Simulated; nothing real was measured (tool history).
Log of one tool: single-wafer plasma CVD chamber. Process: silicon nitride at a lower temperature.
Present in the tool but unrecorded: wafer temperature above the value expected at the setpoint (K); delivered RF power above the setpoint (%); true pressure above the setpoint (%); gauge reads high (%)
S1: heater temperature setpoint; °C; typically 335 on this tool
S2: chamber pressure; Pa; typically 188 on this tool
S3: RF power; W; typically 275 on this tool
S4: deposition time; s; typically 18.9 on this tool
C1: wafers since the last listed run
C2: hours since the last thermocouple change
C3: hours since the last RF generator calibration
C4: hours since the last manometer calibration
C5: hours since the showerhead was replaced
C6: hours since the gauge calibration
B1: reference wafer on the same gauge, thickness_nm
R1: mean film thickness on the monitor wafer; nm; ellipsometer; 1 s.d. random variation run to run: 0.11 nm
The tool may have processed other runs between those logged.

{"run": 1, "day": 0.0, "S1": 335, "S2": 188, "S3": 275, "S4": 18.9, "C1": 0, "C2": 1535.7, "C3": 49.3, "C4": 1636.9, "C5": 1965.5, "C6": 1121.2, "B1": 19.8, "R1": 21.877}
{"run": 2, "day": 3.454, "S1": 335, "S2": 188, "S3": 275, "S4": 18.9, "C1": 1972, "C2": 1618.6, "C3": 132.2, "C4": 1719.8, "C5": 2048.4, "C6": 1204.1, "B1": 19.801, "R1": 21.799}
{"day": 4.029, "done": "thermocouple changed; heater temperature recalibrated"}
{"run": 3, "day": 5.196, "S1": 335, "S2": 188, "S3": 275, "S4": 18.9, "C1": 804, "C2": 28.0, "C3": 174.0, "C4": 1761.6, "C5": 2090.2, "C6": 1245.9, "B1": 19.757, "R1": 21.721}
{"run": 4, "day": 9.304, "S1": 335, "S2": 188, "S3": 275, "S4": 17.1, "C1": 2346, "C2": 126.6, "C3": 272.6, "C4": 1860.2, "C5": 2188.8, "C6": 1344.5, "B1": 19.795, "R1": 19.562}
{"run": 5, "day": 11.867, "S1": 335, "S2": 207, "S3": 275, "S4": 18.9, "C1": 1463, "C2": 188.1, "C3": 334.1, "C4": 1921.7, "C5": 2250.3, "C6": 1406.0, "B1": 19.798, "R1": 22.201}
{"run": 6, "day": 13.779, "S1": 335, "S2": 207, "S3": 275, "S4": 18.9, "C1": 1092, "C2": 234.0, "C3": 380.0, "C4": 1967.6, "C5": 2296.2, "C6": 1451.9, "B1": 19.815, "R1": 21.913}
{"run": 7, "day": 15.504, "S1": 335, "S2": 188, "S3": 275, "S4": 18.9, "C1": 985, "C2": 275.4, "C3": 421.4, "C4": 2009.0, "C5": 2337.6, "C6": 1493.3, "B1": 19.8, "R1": 21.293}
{"run": 8, "day": 19.788, "S1": 335, "S2": 188, "S3": 275, "S4": 18.9, "C1": 2446, "C2": 378.2, "C3": 524.2, "C4": 2111.8, "C5": 2440.4, "C6": 1596.1, "B1": 19.837, "R1": 21.456}
{"run": 9, "day": 22.738, "S1": 335, "S2": 188, "S3": 275, "S4": 18.9, "C1": 1684, "C2": 449.0, "C3": 595.0, "C4": 2182.6, "C5": 2511.2, "C6": 1666.9, "B1": 19.815, "R1": 21.324}
{"day": 25.796, "done": "showerhead replaced, of another model than before"}
{"run": 10, "day": 25.888, "S1": 335, "S2": 188, "S3": 275, "S4": 18.9, "C1": 1608, "C2": 524.6, "C3": 670.6, "C4": 2258.2, "C5": 2.2, "C6": 1742.5, "B1": 19.757, "R1": 20.919}
{"run": 11, "day": 28.054, "S1": 335, "S2": 188, "S3": 275, "S4": 18.9, "C1": 1237, "C2": 576.6, "C3": 722.6, "C4": 2310.2, "C5": 54.2, "C6": 1794.5, "B1": 19.793, "R1": 21.061}
{"run": 12, "day": 31.925, "S1": 335, "S2": 188, "S3": 275, "S4": 18.9, "C1": 2210, "C2": 669.5, "C3": 815.5, "C4": 2403.1, "C5": 147.1, "C6": 1887.4, "B1": 19.806, "R1": 20.893}
{"run": 13, "day": 38.788, "S1": 335, "S2": 188, "S3": 275, "S4": 21.0, "C1": 3919, "C2": 834.2, "C3": 980.2, "C4": 2567.8, "C5": 311.8, "C6": 2052.1, "B1": 19.811, "R1": 23.138}
{"day": 40.621, "done": "capacitance manometer re-zeroed and calibrated"}
{"run": 14, "day": 42.512, "S1": 324, "S2": 188, "S3": 250, "S4": 18.9, "C1": 1937, "C2": 923.6, "C3": 1069.6, "C4": 45.4, "C5": 401.2, "C6": 2141.5, "B1": 19.801, "R1": 18.838}
{"day": 42.908, "done": "gauge calibrated"}
{"run": 15, "day": 46.0, "S1": 331, "S2": 163, "S3": 305, "S4": 17.7, "C1": 1991, "C2": 1007.3, "C3": 1153.3, "C4": 129.1, "C5": 484.9, "C6": 74.2, "B1": 19.777, "R1": 20.338}
{"day": 47.808, "done": "RF generator calibrated"}
{"run": 16, "day": 50.117, "S1": 335, "S2": 188, "S3": 275, "S4": 18.9, "C1": 2160, "C2": 1106.1, "C3": 55.4, "C4": 227.9, "C5": 583.7, "C6": 173.0, "B1": 19.803, "R1": 21.987}
{"run": 17, "day": 53.408, "S1": 322, "S2": 188, "S3": 315, "S4": 18.9, "C1": 1879, "C2": 1185.1, "C3": 134.4, "C4": 306.9, "C5": 662.7, "C6": 252.0, "B1": 19.784, "R1": 24.568}
{"run": 18, "day": 55.025, "S1": 329, "S2": 188, "S3": 300, "S4": 18.9, "C1": 923, "C2": 1223.9, "C3": 173.2, "C4": 345.7, "C5": 701.5, "C6": 290.8, "B1": 19.824, "R1": 23.506}
{"day": 55.846, "done": "thermocouple changed; heater temperature recalibrated"}
{"run": 19, "day": 58.883, "S1": 348, "S2": 169, "S3": 240, "S4": 22.2, "C1": 2013, "C2": 72.9, "C3": 265.8, "C4": 438.3, "C5": 794.1, "C6": 383.4, "B1": 19.804, "R1": 20.791}
{"run": 20, "day": 62.342, "S1": 335, "S2": 188, "S3": 275, "S4": 21.0, "C1": 1975, "C2": 155.9, "C3": 348.8, "C4": 521.3, "C5": 877.1, "C6": 466.4, "B1": 19.81, "R1": 23.976}
{"run": 21, "day": 65.325, "S1": 335, "S2": 168, "S3": 275, "S4": 18.9, "C1": 1703, "C2": 227.5, "C3": 420.4, "C4": 592.9, "C5": 948.7, "C6": 538.0, "B1": 19.789, "R1": 20.184}
{"run": 22, "day": 68.717, "S1": 335, "S2": 188, "S3": 275, "S4": 18.9, "C1": 1937, "C2": 308.9, "C3": 501.8, "C4": 674.3, "C5": 1030.1, "C6": 619.4, "B1": 19.795, "R1": 20.993}
{"run": 23, "day": 72.271, "S1": 335, "S2": 188, "S3": 275, "S4": 18.9, "C1": 2029, "C2": 394.2, "C3": 587.1, "C4": 759.6, "C5": 1115.4, "C6": 704.7, "B1": 19.787, "R1": 20.943}
{"run": 24, "day": 75.262, "S1": 324, "S2": 188, "S3": 255, "S4": 18.9, "C1": 1708, "C2": 466.0, "C3": 658.9, "C4": 831.4, "C5": 1187.2, "C6": 776.5, "B1": 19.801, "R1": 19.58}
{"run": 25, "day": 79.029, "S1": 323, "S2": 188, "S3": 275, "S4": 17.6, "C1": 2151, "C2": 556.4, "C3": 749.3, "C4": 921.8, "C5": 1277.6, "C6": 866.9, "B1": 19.789, "R1": 19.555}
{"run": 26, "day": 80.683, "S1": 335, "S2": 204, "S3": 275, "S4": 20.0, "C1": 944, "C2": 596.1, "C3": 789.0, "C4": 961.5, "C5": 1317.3, "C6": 906.6, "B1": 19.824, "R1": 23.014}
{"run": 27, "day": 84.379, "S1": 335, "S2": 188, "S3": 240, "S4": 18.9, "C1": 2110, "C2": 684.8, "C3": 877.7, "C4": 1050.2, "C5": 1406.0, "C6": 995.3, "B1": 19.784, "R1": 18.177}

Here are 5 independent what-if runs from the current tool condition. What would each one return?
{"run": "A", "day": 84.396, "S1": 335, "S2": 188, "S3": 275, "S4": 18.9, "C1": 9, "C2": 685.2, "C3": 878.1, "C4": 1050.6, "C5": 1406.4, "C6": 995.7, "B1": "?", "R1": "?"}
{"run": "B", "day": 84.396, "S1": 323, "S2": 216, "S3": 230, "S4": 15.4, "C1": 9, "C2": 685.2, "C3": 878.1, "C4": 1050.6, "C5": 1406.4, "C6": 995.7, "B1": "?", "R1": "?"}
{"run": "C", "day": 84.396, "S1": 335, "S2": 143, "S3": 260, "S4": 15.7, "C1": 9, "C2": 685.2, "C3": 878.1, "C4": 1050.6, "C5": 1406.4, "C6": 995.7, "B1": "?", "R1": "?"}
{"run": "D", "day": 84.396, "S1": 345, "S2": 188, "S3": 220, "S4": 18.9, "C1": 9, "C2": 685.2, "C3": 878.1, "C4": 1050.6, "C5": 1406.4, "C6": 995.7, "B1": "?", "R1": "?"}
{"run": "E", "day": 84.396, "S1": 328, "S2": 188, "S3": 275, "S4": 18.9, "C1": 9, "C2": 685.2, "C3": 878.1, "C4": 1050.6, "C5": 1406.4, "C6": 995.7, "B1": "?", "R1": "?"}

run=A B1=19.792 R1=20.856
run=B B1=19.792 R1=14.850
run=C B1=19.792 R1=14.616
run=D B1=19.792 R1=16.304
run=E B1=19.792 R1=20.915
Without the tool's unlogged condition, the same runs would have read:
run=A R1=22.142
run=B R1=15.814
run=C R1=15.520
run=D R1=17.383
run=E R1=22.205
